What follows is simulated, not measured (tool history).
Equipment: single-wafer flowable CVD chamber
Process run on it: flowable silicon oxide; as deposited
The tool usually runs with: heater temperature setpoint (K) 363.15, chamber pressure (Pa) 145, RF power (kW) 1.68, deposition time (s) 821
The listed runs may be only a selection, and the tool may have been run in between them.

run	hour	heater temperature setpoint (K)	chamber pressure (Pa)	RF power (kW)	deposition time (s)	wafers since the last listed run	hours since the last thermocouple change	hours since the last RF generator calibration	hours since the last manometer calibration	hours since the showerhead was replaced	hours since the gauge calibration	read-back reference wafer on the same gauge, thickness_nm	mean film thickness on the monitor wafer (Å)
1	0	372.15	145	1.68	694	0	1307.3	445.8	704.8	4413.5	166.7	879.177	6497.14
2	131.8	363.15	145	1.61	786	231	1439.1	577.6	836.6	4545.3	298.5	881.54	9551.47
3	199.2	363.15	145	1.61	786	118	1506.5	645	904	4612.7	365.9	877.011	9600.79
4	293.9	363.15	145	1.925	821	166	1601.2	739.7	998.7	4707.4	460.6	878.839	10408.76
5	364.1	363.15	145	1.68	821	123	1671.4	809.9	1068.9	4777.6	530.8	881.747	10057.38
6	405.6	363.15	145	1.68	821	72	1712.9	851.4	1110.4	4819.1	572.3	880.769	9969.08
7	487.5	363.15	145	1.68	821	143	1794.8	933.3	1192.3	4901	654.2	879.149	10026.69
# hour 497.2: RF generator calibrated
# hour 541.1: showerhead replaced
# hour 557.2: thermocouple changed; heater temperature recalibrated
# hour 563.8: capacitance manometer re-zeroed and calibrated
# hour 584.4: gauge calibrated
8	593.8	363.15	145	1.68	707	132	36.6	96.6	30	52.7	9.4	877.316	8300.96
9	671.4	350.15	159	1.935	695	136	114.2	174.2	107.6	130.3	87	880.588	13227.7
# hour 711.5: thermocouple changed; heater temperature recalibrated, repeated, since the last time left the tool worse
10	760.3	363.15	145	1.68	821	141	48.8	263.1	196.5	219.2	175.9	881.506	10714.92

What will run 11 give?
11	865.7	363.15	145	1.68	821	184	154.2	368.5	301.9	324.6	281.3	?	?

{"run 11": {"read-back reference wafer on the same gauge, thickness_nm": 879.957, "mean film thickness on the monitor wafer (Å)": 10604.46}}
The same run, on a tool lacking any hidden state, would have yielded mean film thickness on the monitor wafer (Å) 10661.34.
